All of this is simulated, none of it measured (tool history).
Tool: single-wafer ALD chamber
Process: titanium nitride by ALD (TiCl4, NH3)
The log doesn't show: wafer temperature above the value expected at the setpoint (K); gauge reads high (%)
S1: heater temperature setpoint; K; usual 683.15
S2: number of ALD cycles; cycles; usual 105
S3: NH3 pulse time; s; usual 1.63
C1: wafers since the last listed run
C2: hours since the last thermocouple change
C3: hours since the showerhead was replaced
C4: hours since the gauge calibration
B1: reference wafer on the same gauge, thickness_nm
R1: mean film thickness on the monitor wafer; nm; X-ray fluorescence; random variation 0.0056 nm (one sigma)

run	hour	S1	S2	S3	C1	C2	C3	C4	B1	R1
1	0.0	683.15	105	1.63	0	1568.6	2326.4	616.1	2.301	2.265
2	20.2	683.15	105	1.63	57	1588.8	2346.6	636.3	2.300	2.255
3	94.3	683.15	105	1.63	212	1662.9	2420.7	710.4	2.301	2.257
4	113.1	683.15	105	2.11	53	1681.7	2439.5	729.2	2.301	2.278
5	128.0	683.15	105	2.11	42	1696.6	2454.4	744.1	2.300	2.274
6	158.6	683.15	105	2.11	87	1727.2	2485.0	774.7	2.300	2.276
7	178.7	683.15	105	2.02	57	1747.3	2505.1	794.8	2.300	2.268
8	206.7	691.15	105	1.63	80	1775.3	2533.1	822.8	2.300	2.261
# hour 231.8: showerhead replaced
9	232.3	691.15	105	1.63	50	1800.9	0.5	848.4	2.300	2.269
10	241.2	683.15	105	1.27	25	1809.8	9.4	857.3	2.300	2.222
11	257.2	683.15	119	1.63	45	1825.8	25.4	873.3	2.300	2.558
# hour 308.1: thermocouple changed; heater temperature recalibrated
12	337.5	683.15	119	1.63	207	29.4	105.7	953.6	2.300	2.564
13	352.0	683.15	105	1.63	41	43.9	120.2	968.1	2.300	2.256
14	382.1	683.15	105	1.63	86	74.0	150.3	998.2	2.300	2.258
15	475.6	683.15	105	1.63	268	167.5	243.8	1091.7	2.300	2.259
16	490.3	694.15	114	1.32	42	182.2	258.5	1106.4	2.301	2.445
17	516.6	683.15	105	1.63	75	208.5	284.8	1132.7	2.300	2.262
18	547.5	697.15	85	1.01	88	239.4	315.7	1163.6	2.300	1.811
19	578.3	677.15	85	1.01	88	270.2	346.5	1194.4	2.300	1.772
# hour 590.6: gauge calibrated
20	614.2	683.15	105	1.63	102	306.1	382.4	23.6	2.298	2.257
21	630.0	697.15	95	1.63	45	321.9	398.2	39.4	2.301	2.060
22	653.7	691.15	105	1.63	67	345.6	421.9	63.1	2.300	2.274

Forecast run 23:
23	683.7	683.15	105	1.38	86	375.6	451.9	93.1	?	?

Run 23 gave B1 2.300, R1 2.238 nm.
Without the tool's hidden state the same run would have given R1 2.238 nm.
